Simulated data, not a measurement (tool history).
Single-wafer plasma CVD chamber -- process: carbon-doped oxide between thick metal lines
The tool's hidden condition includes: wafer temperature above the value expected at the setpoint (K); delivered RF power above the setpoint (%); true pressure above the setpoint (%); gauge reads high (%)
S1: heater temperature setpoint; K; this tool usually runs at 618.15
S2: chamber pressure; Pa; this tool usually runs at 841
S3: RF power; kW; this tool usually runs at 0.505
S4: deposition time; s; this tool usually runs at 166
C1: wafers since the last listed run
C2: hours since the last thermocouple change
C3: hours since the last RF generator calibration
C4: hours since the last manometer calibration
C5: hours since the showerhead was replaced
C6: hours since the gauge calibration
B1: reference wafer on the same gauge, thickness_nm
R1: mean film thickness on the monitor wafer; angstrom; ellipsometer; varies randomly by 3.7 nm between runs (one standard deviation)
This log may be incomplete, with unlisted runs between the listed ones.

{"run": 1, "hour": 0.0, "S1": 618.15, "S2": 841, "S3": 0.425, "S4": 166, "C1": 0, "C2": 538.8, "C3": 1797.1, "C4": 705.6, "C5": 6289, "C6": 338.7, "B1": 845.354, "R1": 7932.6}
{"run": 2, "hour": 180.2, "S1": 610.15, "S2": 841, "S3": 0.505, "S4": 166, "C1": 2139, "C2": 719, "C3": 1977.3, "C4": 885.8, "C5": 6469.2, "C6": 518.9, "B1": 840.37, "R1": 8844.91}
{"run": 3, "hour": 225.4, "S1": 610.15, "S2": 841, "S3": 0.505, "S4": 166, "C1": 536, "C2": 764.2, "C3": 2022.5, "C4": 931, "C5": 6514.4, "C6": 564.1, "B1": 839.281, "R1": 8817.63}
{"run": 4, "hour": 283.3, "S1": 610.15, "S2": 841, "S3": 0.505, "S4": 166, "C1": 687, "C2": 822.1, "C3": 2080.4, "C4": 988.9, "C5": 6572.3, "C6": 622, "B1": 837.192, "R1": 8831.81}
{"run": 5, "hour": 349.1, "S1": 618.15, "S2": 841, "S3": 0.505, "S4": 153, "C1": 781, "C2": 887.9, "C3": 2146.2, "C4": 1054.7, "C5": 6638.1, "C6": 687.8, "B1": 835.231, "R1": 7820.23}
{"run": 6, "hour": 395.7, "S1": 618.15, "S2": 841, "S3": 0.505, "S4": 166, "C1": 553, "C2": 934.5, "C3": 2192.8, "C4": 1101.3, "C5": 6684.7, "C6": 734.4, "B1": 834.266, "R1": 8610.85}
{"run": 7, "hour": 462.1, "S1": 618.15, "S2": 841, "S3": 0.505, "S4": 166, "C1": 788, "C2": 1000.9, "C3": 2259.2, "C4": 1167.7, "C5": 6751.1, "C6": 800.8, "B1": 832.412, "R1": 8488.71}
{"hour": 516.3, "done": "RF generator calibrated"}
{"hour": 528.2, "done": "showerhead replaced"}
{"run": 8, "hour": 558.2, "S1": 618.15, "S2": 988, "S3": 0.505, "S4": 166, "C1": 951, "C2": 1097, "C3": 41.9, "C4": 1263.8, "C5": 30, "C6": 896.9, "B1": 828.887, "R1": 8562.05}
{"hour": 581.9, "done": "thermocouple changed; heater temperature recalibrated"}
{"run": 9, "hour": 595.1, "S1": 618.15, "S2": 841, "S3": 0.48, "S4": 166, "C1": 343, "C2": 13.2, "C3": 78.8, "C4": 1300.7, "C5": 66.9, "C6": 933.8, "B1": 827.275, "R1": 8278.64}
{"run": 10, "hour": 659.2, "S1": 618.15, "S2": 841, "S3": 0.48, "S4": 166, "C1": 761, "C2": 77.3, "C3": 142.9, "C4": 1364.8, "C5": 131, "C6": 997.9, "B1": 824.761, "R1": 8296.14}
{"run": 11, "hour": 695.8, "S1": 618.15, "S2": 841, "S3": 0.48, "S4": 166, "C1": 434, "C2": 113.9, "C3": 179.5, "C4": 1401.4, "C5": 167.6, "C6": 1034.5, "B1": 823.309, "R1": 8233.27}
{"run": 12, "hour": 745.0, "S1": 618.15, "S2": 841, "S3": 0.505, "S4": 151, "C1": 584, "C2": 163.1, "C3": 228.7, "C4": 1450.6, "C5": 216.8, "C6": 1083.7, "B1": 821.286, "R1": 7658.93}
{"run": 13, "hour": 784.2, "S1": 618.15, "S2": 728, "S3": 0.505, "S4": 166, "C1": 465, "C2": 202.3, "C3": 267.9, "C4": 1489.8, "C5": 256, "C6": 1122.9, "B1": 818.271, "R1": 8184.17}
{"run": 14, "hour": 854.4, "S1": 618.15, "S2": 841, "S3": 0.505, "S4": 146, "C1": 833, "C2": 272.5, "C3": 338.1, "C4": 1560, "C5": 326.2, "C6": 1193.1, "B1": 815.052, "R1": 7309.8}
{"hour": 862.0, "done": "gauge calibrated"}
{"run": 15, "hour": 881.6, "S1": 626.15, "S2": 756, "S3": 0.465, "S4": 142, "C1": 322, "C2": 299.7, "C3": 365.3, "C4": 1587.2, "C5": 353.4, "C6": 19.6, "B1": 854.558, "R1": 6943.19}
{"run": 16, "hour": 922.1, "S1": 618.15, "S2": 841, "S3": 0.47, "S4": 178, "C1": 480, "C2": 340.2, "C3": 405.8, "C4": 1627.7, "C5": 393.9, "C6": 60.1, "B1": 852.061, "R1": 9085.63}
{"run": 17, "hour": 962.4, "S1": 611.15, "S2": 841, "S3": 0.505, "S4": 146, "C1": 478, "C2": 380.5, "C3": 446.1, "C4": 1668, "C5": 434.2, "C6": 100.4, "B1": 854.077, "R1": 7859.26}
{"run": 18, "hour": 1004.4, "S1": 618.15, "S2": 841, "S3": 0.54, "S4": 166, "C1": 498, "C2": 422.5, "C3": 488.1, "C4": 1710, "C5": 476.2, "C6": 142.4, "B1": 855.101, "R1": 9049.65}
{"run": 19, "hour": 1058.1, "S1": 618.15, "S2": 687, "S3": 0.46, "S4": 166, "C1": 637, "C2": 476.2, "C3": 541.8, "C4": 1763.7, "C5": 529.9, "C6": 196.1, "B1": 854.138, "R1": 8096.51}
{"run": 20, "hour": 1122.7, "S1": 618.15, "S2": 841, "S3": 0.505, "S4": 166, "C1": 767, "C2": 540.8, "C3": 606.4, "C4": 1828.3, "C5": 594.5, "C6": 260.7, "B1": 853.036, "R1": 8718.06}
{"run": 21, "hour": 1176.5, "S1": 618.15, "S2": 1003, "S3": 0.505, "S4": 143, "C1": 638, "C2": 594.6, "C3": 660.2, "C4": 1882.1, "C5": 648.3, "C6": 314.5, "B1": 852.782, "R1": 7653.82}
{"hour": 1185.7, "done": "capacitance manometer re-zeroed and calibrated"}
{"run": 22, "hour": 1233.8, "S1": 618.15, "S2": 693, "S3": 0.505, "S4": 166, "C1": 585, "C2": 651.9, "C3": 717.5, "C4": 48.1, "C5": 705.6, "C6": 371.8, "B1": 850.791, "R1": 8495.7}
{"run": 23, "hour": 1286.6, "S1": 618.15, "S2": 841, "S3": 0.505, "S4": 166, "C1": 626, "C2": 704.7, "C3": 770.3, "C4": 100.9, "C5": 758.4, "C6": 424.6, "B1": 849.706, "R1": 8684.46}
{"run": 24, "hour": 1336.6, "S1": 618.15, "S2": 756, "S3": 0.505, "S4": 198, "C1": 593, "C2": 754.7, "C3": 820.3, "C4": 150.9, "C5": 808.4, "C6": 474.6, "B1": 847.804, "R1": 10227.89}
{"run": 25, "hour": 1427.6, "S1": 631.15, "S2": 841, "S3": 0.57, "S4": 166, "C1": 1080, "C2": 845.7, "C3": 911.3, "C4": 241.9, "C5": 899.4, "C6": 565.6, "B1": 846.784, "R1": 8869}
{"run": 26, "hour": 1498.9, "S1": 618.15, "S2": 841, "S3": 0.505, "S4": 166, "C1": 846, "C2": 917, "C3": 982.6, "C4": 313.2, "C5": 970.7, "C6": 636.9, "B1": 845.056, "R1": 8640.61}

Subtracting, for every run, the result it would have given without the tool's unlogged condition from the measured result gives the following. The same run-to-run variation enters both numbers; the gauge's scatter may not:
run=1 R1=-82.81
run=2 R1=-128.65
run=3 R1=-139.77
run=4 R1=-156.25
run=5 R1=-156.49
run=6 R1=-187.73
run=7 R1=-208.54
run=8 R1=-248.52
run=9 R1=-255.66
run=10 R1=-284.59
run=11 R1=-299.45
run=12 R1=-300.84
run=13 R1=-341.34
run=14 R1=-338.44
run=15 R1=+9.48
run=16 R1=+11.65
run=17 R1=+8.77
run=18 R1=+7.71
run=19 R1=+3.08
run=20 R1=-3.35
run=21 R1=-9.09
run=22 R1=-18.77
run=23 R1=-28.71
run=24 R1=-45.82
run=25 R1=-61.74
run=26 R1=-79.66

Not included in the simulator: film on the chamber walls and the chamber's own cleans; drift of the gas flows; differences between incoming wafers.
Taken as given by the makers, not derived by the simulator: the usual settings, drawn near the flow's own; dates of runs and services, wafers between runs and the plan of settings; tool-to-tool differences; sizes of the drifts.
